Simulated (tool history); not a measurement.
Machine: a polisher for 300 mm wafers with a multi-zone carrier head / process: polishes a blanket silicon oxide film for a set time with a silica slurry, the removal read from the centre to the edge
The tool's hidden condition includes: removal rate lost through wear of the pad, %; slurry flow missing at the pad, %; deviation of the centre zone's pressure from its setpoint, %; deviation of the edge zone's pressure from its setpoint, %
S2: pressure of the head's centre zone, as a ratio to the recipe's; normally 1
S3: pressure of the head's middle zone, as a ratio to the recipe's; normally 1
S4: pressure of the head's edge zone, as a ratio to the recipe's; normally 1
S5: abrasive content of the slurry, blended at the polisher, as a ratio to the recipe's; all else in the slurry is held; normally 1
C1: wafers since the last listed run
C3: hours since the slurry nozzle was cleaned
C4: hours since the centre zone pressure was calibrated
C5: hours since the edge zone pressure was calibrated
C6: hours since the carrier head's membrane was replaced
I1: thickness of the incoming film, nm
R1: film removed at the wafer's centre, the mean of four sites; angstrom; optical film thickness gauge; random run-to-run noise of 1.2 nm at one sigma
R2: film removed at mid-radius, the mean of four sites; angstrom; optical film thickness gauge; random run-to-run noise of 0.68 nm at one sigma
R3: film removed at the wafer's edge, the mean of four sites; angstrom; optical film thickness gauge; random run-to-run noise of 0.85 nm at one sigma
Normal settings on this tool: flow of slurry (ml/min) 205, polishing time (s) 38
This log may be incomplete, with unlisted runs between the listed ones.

run 1 hour=0 | flow_of_slurry_(ml/min)=205 S2=1 S3=1 S4=1 S5=1 polishing_time_(s)=38 | C1=0 wafers_polished_on_this_pad=473 C3=165.7 C4=62.8 C5=50 C6=2.8 | I1=1281.9 | R1=1002 R2=979 R3=967
run 2 hour=8.1 | flow_of_slurry_(ml/min)=205 S2=1 S3=1 S4=1 S5=1.2 polishing_time_(s)=38 | C1=68 wafers_polished_on_this_pad=542 C3=173.8 C4=70.9 C5=58.1 C6=10.9 | I1=1285.8 | R1=1045 R2=1012 R3=1008
run 3 hour=20.2 | flow_of_slurry_(ml/min)=160 S2=0.91 S3=1 S4=1 S5=0.85 polishing_time_(s)=38 | C1=102 wafers_polished_on_this_pad=645 C3=185.9 C4=83 C5=70.2 C6=23 | I1=1302.5 | R1=803 R2=860 R3=870
-- hour=26.9 worn pad replaced by a new one
run 4 hour=29.4 | flow_of_slurry_(ml/min)=255 S2=1 S3=1 S4=1 S5=1 polishing_time_(s)=38 | C1=44 wafers_polished_on_this_pad=21 C3=195.1 C4=92.2 C5=79.4 C6=32.2 | I1=1279.9 | R1=1109 R2=1090 R3=1080
run 5 hour=37.6 | flow_of_slurry_(ml/min)=135 S2=1 S3=1.11 S4=1 S5=1 polishing_time_(s)=38 | C1=69 wafers_polished_on_this_pad=91 C3=203.3 C4=100.4 C5=87.6 C6=40.4 | I1=1280 | R1=986 R2=1055 R3=980
run 6 hour=56.3 | flow_of_slurry_(ml/min)=205 S2=1 S3=1 S4=1 S5=1 polishing_time_(s)=38 | C1=158 wafers_polished_on_this_pad=249 C3=222 C4=119.1 C5=106.3 C6=59.1 | I1=1268.6 | R1=1055 R2=1025 R3=1015
run 7 hour=72.4 | flow_of_slurry_(ml/min)=205 S2=1 S3=0.93 S4=1 S5=1 polishing_time_(s)=38 | C1=136 wafers_polished_on_this_pad=386 C3=238.1 C4=135.2 C5=122.4 C6=75.2 | I1=1277.8 | R1=1039 R2=933 R3=991
run 8 hour=87.6 | flow_of_slurry_(ml/min)=205 S2=1 S3=1 S4=1.08 S5=1 polishing_time_(s)=31 | C1=129 wafers_polished_on_this_pad=515 C3=253.3 C4=150.4 C5=137.6 C6=90.4 | I1=1300.3 | R1=821 R2=802 R3=824
-- hour=104.4 slurry nozzle cleaned
run 9 hour=104.9 | flow_of_slurry_(ml/min)=205 S2=1 S3=0.95 S4=1 S5=1.2 polishing_time_(s)=38 | C1=138 wafers_polished_on_this_pad=654 C3=0.5 C4=167.7 C5=154.9 C6=107.7 | I1=1279 | R1=1026 R2=957 R3=1001
run 10 hour=111.9 | flow_of_slurry_(ml/min)=205 S2=1 S3=1 S4=1 S5=1 polishing_time_(s)=38 | C1=59 wafers_polished_on_this_pad=713 C3=7.5 C4=174.7 C5=161.9 C6=114.7 | I1=1298.4 | R1=979 R2=940 R3=932
-- hour=116 worn pad replaced by a new one
run 11 hour=124.8 | flow_of_slurry_(ml/min)=205 S2=1 S3=1 S4=1 S5=1 polishing_time_(s)=38 | C1=75 wafers_polished_on_this_pad=75 C3=20.4 C4=187.6 C5=174.8 C6=127.6 | I1=1285.1 | R1=1080 R2=1063 R3=1058
run 12 hour=134.1 | flow_of_slurry_(ml/min)=205 S2=1 S3=1 S4=1 S5=1 polishing_time_(s)=38 | C1=78 wafers_polished_on_this_pad=153 C3=29.7 C4=196.9 C5=184.1 C6=136.9 | I1=1305.4 | R1=1078 R2=1042 R3=1036
run 13 hour=147.4 | flow_of_slurry_(ml/min)=175 S2=1.1 S3=0.96 S4=1 S5=1.25 polishing_time_(s)=38 | C1=112 wafers_polished_on_this_pad=266 C3=43 C4=210.2 C5=197.4 C6=150.2 | I1=1304.4 | R1=1171 R2=1036 R3=1081
run 14 hour=159 | flow_of_slurry_(ml/min)=205 S2=1 S3=1 S4=1 S5=1.25 polishing_time_(s)=47 | C1=98 wafers_polished_on_this_pad=365 C3=54.6 C4=221.8 C5=209 C6=161.8 | I1=1275.3 | R1=1380 R2=1342 R3=1330
run 15 hour=172 | flow_of_slurry_(ml/min)=175 S2=0.89 S3=1 S4=1 S5=1 polishing_time_(s)=44 | C1=110 wafers_polished_on_this_pad=475 C3=67.6 C4=234.8 C5=222 C6=174.8 | I1=1288.2 | R1=1055 R2=1120 R3=1132
run 16 hour=181.1 | flow_of_slurry_(ml/min)=255 S2=1 S3=1 S4=1.05 S5=1 polishing_time_(s)=38 | C1=77 wafers_polished_on_this_pad=553 C3=76.7 C4=243.9 C5=231.1 C6=183.9 | I1=1287.8 | R1=1009 R2=1016 R3=1017
run 17 hour=187.7 | flow_of_slurry_(ml/min)=205 S2=1 S3=0.94 S4=1 S5=1 polishing_time_(s)=38 | C1=56 wafers_polished_on_this_pad=609 C3=83.3 C4=250.5 C5=237.7 C6=190.5 | I1=1290.8 | R1=988 R2=920 R3=962
run 18 hour=194.5 | flow_of_slurry_(ml/min)=205 S2=1 S3=1 S4=1 S5=1 polishing_time_(s)=38 | C1=57 wafers_polished_on_this_pad=666 C3=90.1 C4=257.3 C5=244.5 C6=197.3 | I1=1295 | R1=999 R2=958 R3=962
-- hour=210.1 worn pad replaced by a new one
run 19 hour=210.4 | flow_of_slurry_(ml/min)=205 S2=1 S3=1 S4=1 S5=1 polishing_time_(s)=38 | C1=101 wafers_polished_on_this_pad=2 C3=106 C4=273.2 C5=260.4 C6=213.2 | I1=1303.9 | R1=1106 R2=1074 R3=1082
run 20 hour=223.5 | flow_of_slurry_(ml/min)=230 S2=1.03 S3=1 S4=1.08 S5=1 polishing_time_(s)=25 | C1=111 wafers_polished_on_this_pad=113 C3=119.1 C4=286.3 C5=273.5 C6=226.3 | I1=1275.1 | R1=749 R2=706 R3=721
run 21 hour=233 | flow_of_slurry_(ml/min)=235 S2=0.89 S3=1.06 S4=1 S5=1 polishing_time_(s)=38 | C1=80 wafers_polished_on_this_pad=194 C3=128.6 C4=295.8 C5=283 C6=235.8 | I1=1277.3 | R1=1018 R2=1108 R3=1070
run 22 hour=248.5 | flow_of_slurry_(ml/min)=205 S2=1 S3=1 S4=1 S5=1 polishing_time_(s)=38 | C1=131 wafers_polished_on_this_pad=326 C3=144.1 C4=311.3 C5=298.5 C6=251.3 | I1=1296 | R1=1048 R2=1018 R3=1026

Each row is a separate what-if for the run after 22, all from the same tool condition, not one after another. Results?
run A hour=248.9 | flow_of_slurry_(ml/min)=205 S2=1 S3=1.06 S4=1 S5=1 polishing_time_(s)=38 | C1=3 wafers_polished_on_this_pad=329 C3=144.5 C4=311.7 C5=298.9 C6=251.7 | I1=1275.7 | R1=? R2=? R3=?
run B hour=248.9 | flow_of_slurry_(ml/min)=205 S2=1.07 S3=1 S4=1 S5=1 polishing_time_(s)=38 | C1=3 wafers_polished_on_this_pad=329 C3=144.5 C4=311.7 C5=298.9 C6=251.7 | I1=1275.7 | R1=? R2=? R3=?
run C hour=248.9 | flow_of_slurry_(ml/min)=205 S2=1.07 S3=1 S4=1.1 S5=1 polishing_time_(s)=45 | C1=3 wafers_polished_on_this_pad=329 C3=144.5 C4=311.7 C5=298.9 C6=251.7 | I1=1275.7 | R1=? R2=? R3=?
run D hour=248.9 | flow_of_slurry_(ml/min)=205 S2=0.91 S3=1 S4=1.04 S5=1.1 polishing_time_(s)=32 | C1=3 wafers_polished_on_this_pad=329 C3=144.5 C4=311.7 C5=298.9 C6=251.7 | I1=1275.7 | R1=? R2=? R3=?

run=A R1=1065 R2=1063 R3=1024
run=B R1=1124 R2=1011 R3=1024
run=C R1=1330 R2=1197 R3=1252
run=D R1=855 R2=875 R3=898
The same runs, with their run-to-run variation unchanged, on a tool lacking any hidden condition would have given:
run=A R1=1125 R2=1123 R3=1081
run=B R1=1187 R2=1068 R3=1082
run=C R1=1405 R2=1265 R3=1322
run=D R1=903 R2=925 R3=948

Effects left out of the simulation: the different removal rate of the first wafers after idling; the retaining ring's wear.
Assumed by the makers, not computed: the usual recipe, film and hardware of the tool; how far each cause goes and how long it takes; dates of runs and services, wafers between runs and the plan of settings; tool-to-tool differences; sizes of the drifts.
